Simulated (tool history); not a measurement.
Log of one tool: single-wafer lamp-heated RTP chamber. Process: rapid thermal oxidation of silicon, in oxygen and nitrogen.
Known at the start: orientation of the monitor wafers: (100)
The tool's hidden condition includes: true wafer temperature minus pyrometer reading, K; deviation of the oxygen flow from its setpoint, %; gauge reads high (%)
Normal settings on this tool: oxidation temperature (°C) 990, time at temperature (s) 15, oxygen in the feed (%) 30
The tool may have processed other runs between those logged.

run,hour,oxidation temperature (°C),time at temperature (s),oxygen in the feed (%),wafers since the last listed run,wafers since the last pyrometer calibration,hours since the oxygen flow controller was replaced,hours since the gauge calibration,"read-back reference wafer on the same gauge, thickness",oxide thickness on the monitor wafer (nm)
1,0,990,12,17,0,1326,1974.9,874.2,2.112,2.291
# hour 11.6: gauge calibrated
2,90.1,990,12,17,1166,2493,2065,78.5,2.108,2.283
3,161.6,990,15,30,926,3419,2136.5,150,2.111,2.569
4,197.6,990,15,30,466,3886,2172.5,186,2.109,2.59
# hour 222.2: pyrometer window cleaned and pyrometer calibrated
5,292,990,15,30,1118,904,2266.9,280.4,2.109,2.555
6,354.8,969,15,30,813,1717,2329.7,343.2,2.111,2.378
# hour 416.9: oxygen flow controller replaced
7,429.9,969,15,30,869,2586,13,418.3,2.11,2.404
8,488.2,990,15,30,755,3341,71.3,476.6,2.109,2.57
9,552.1,990,15,30,827,4169,135.2,540.5,2.112,2.571
# hour 560.8: pyrometer window cleaned and pyrometer calibrated
10,605.3,990,12,17,585,576,188.4,593.7,2.107,2.241
11,658.3,990,15,17,686,1263,241.4,646.7,2.112,2.364
12,731.8,1003,15,30,951,2215,314.9,720.2,2.112,2.719
13,807.6,970,15,30,981,3196,390.7,796,2.109,2.417
# hour 878: pyrometer window cleaned and pyrometer calibrated
14,901.6,980,15,30,1113,305,484.7,890,2.11,2.448
15,956.2,990,8,17,707,1012,539.3,944.6,2.111,2.174
# hour 1015.2: gauge calibrated
16,1023.4,990,22,30,870,1883,606.5,8.2,2.108,2.788
17,1112.2,990,10,60,1150,3033,695.3,97,2.108,2.647
# hour 1212.6: pyrometer window cleaned and pyrometer calibrated
18,1217.4,990,15,30,1258,61,800.5,202.2,2.111,2.538
19,1296.1,977,19,46,1019,1080,879.2,280.9,2.113,2.758

5 options for the next run, each taken on its own from the tool as it stands now. Forecast them:
A,1296.5,990,15,18,5,1085,879.6,281.3,?,?
B,1296.5,990,12,30,5,1085,879.6,281.3,?,?
C,1296.5,990,19,30,5,1085,879.6,281.3,?,?
D,1296.5,972,15,30,5,1085,879.6,281.3,?,?
E,1296.5,990,20,39,5,1085,879.6,281.3,?,?

run,"read-back reference wafer on the same gauge, thickness",oxide thickness on the monitor wafer (nm)
A,2.11,2.359
B,2.11,2.412
C,2.11,2.675
D,2.11,2.387
E,2.11,2.856
Without the tool's hidden state the same runs would have given:
run,oxide thickness on the monitor wafer (nm)
A,2.33
B,2.376
C,2.624
D,2.354
E,2.793
